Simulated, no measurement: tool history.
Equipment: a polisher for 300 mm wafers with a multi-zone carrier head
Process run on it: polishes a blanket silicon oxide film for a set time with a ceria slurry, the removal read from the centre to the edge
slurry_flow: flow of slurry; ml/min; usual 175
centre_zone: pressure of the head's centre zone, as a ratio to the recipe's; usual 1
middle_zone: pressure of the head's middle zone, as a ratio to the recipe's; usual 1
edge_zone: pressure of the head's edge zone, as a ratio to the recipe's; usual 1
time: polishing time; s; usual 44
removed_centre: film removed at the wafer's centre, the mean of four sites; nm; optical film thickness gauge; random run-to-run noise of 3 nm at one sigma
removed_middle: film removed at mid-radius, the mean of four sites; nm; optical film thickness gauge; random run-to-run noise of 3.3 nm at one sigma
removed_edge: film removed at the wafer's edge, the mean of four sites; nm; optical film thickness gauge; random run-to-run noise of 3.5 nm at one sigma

run	hour	slurry_flow	centre_zone	middle_zone	edge_zone	time	wafers since the last listed run	wafers polished on this pad	hours since the slurry nozzle was cleaned	hours since the centre zone pressure was calibrated	hours since the edge zone pressure was calibrated	hours since the carrier head's membrane was replaced	incoming thickness of the incoming film, nm	removed_centre	removed_middle	removed_edge
1	0	175	1	1	1	44	0	4001	176.7	309.7	225.3	700.9	839.1	231.4	228.4	224.1
2	59.1	175	1	1	1	44	890	4892	235.8	368.8	284.4	760	844.9	226.2	232.1	226.9
3	130.4	175	1	1	1	44	1074	5967	307.1	440.1	355.7	831.3	844.4	225.8	227.3	225.5
# hour 184.3: worn pad replaced by a new one
4	184.8	175	1	1	1	44	759	6	361.5	494.5	410.1	885.7	849.3	222.4	224	223.9
# hour 237.4: edge zone pressure recalibrated
# hour 278.6: centre zone pressure recalibrated
5	283.6	175	1	1	1	44	1429	1435	460.3	5	46.2	984.5	850.3	225.1	224.5	223.6
6	378.1	175	1	1	1	44	1424	2860	554.8	99.5	140.7	1079	841.1	215.4	217.8	226.8
7	414.1	175	1	0.94	1	52	542	3403	590.8	135.5	176.7	1115	849.3	257.8	255.9	264.3
8	453.8	175	1	0.94	1	52	598	4001	630.5	175.2	216.4	1154.7	848.8	263	249.8	269.7
9	554.1	175	1	0.94	1	52	1511	5513	730.8	275.5	316.7	1255	861.1	259.2	250.6	260.3
# hour 591.6: slurry nozzle cleaned
# hour 598.4: worn pad replaced by a new one
10	600.4	175	1	1	1.03	44	622	30	8.8	321.8	363	1301.3	847.6	232.6	235.7	236.3
# hour 636.3: edge zone pressure recalibrated
11	660.2	175	1	0.96	1	44	871	901	68.6	381.6	23.9	1361.1	846.5	231.6	228.8	228.2
# hour 782.5: carrier head's membrane replaced by a new one
# hour 908.2: centre zone pressure recalibrated
12	976.3	155	1	0.96	1	44	4659	5561	384.7	68.1	340	193.8	843.5	217.9	208.5	226.8
13	1063.3	175	1	1	0.91	39	1311	6872	471.7	155.1	427	280.8	849.6	198.7	194.1	190.7
# hour 1083.7: worn pad replaced by a new one
# hour 1099.8: edge zone pressure recalibrated
14	1157	230	1.11	1.04	1	44	1322	1074	565.4	248.8	57.2	374.5	840.6	255.1	233.6	231.5
15	1255.2	135	1	1	1.03	52	1480	2555	663.6	347	155.4	472.7	857.8	240.4	248.7	259.3

Run 16, settings as shown, results not yet in. Your forecast:
16	1300.7	175	1	1	1	44	685	3240	709.1	392.5	200.9	518.2	849.7	?	?	?

Run 16 measured removed_centre 216.6 nm, removed_middle 218.3 nm, removed_edge 224.6 nm.
With no hidden state in the tool, this same run would have given removed_centre 236.9 nm, removed_middle 236.2 nm, removed_edge 237.6 nm.
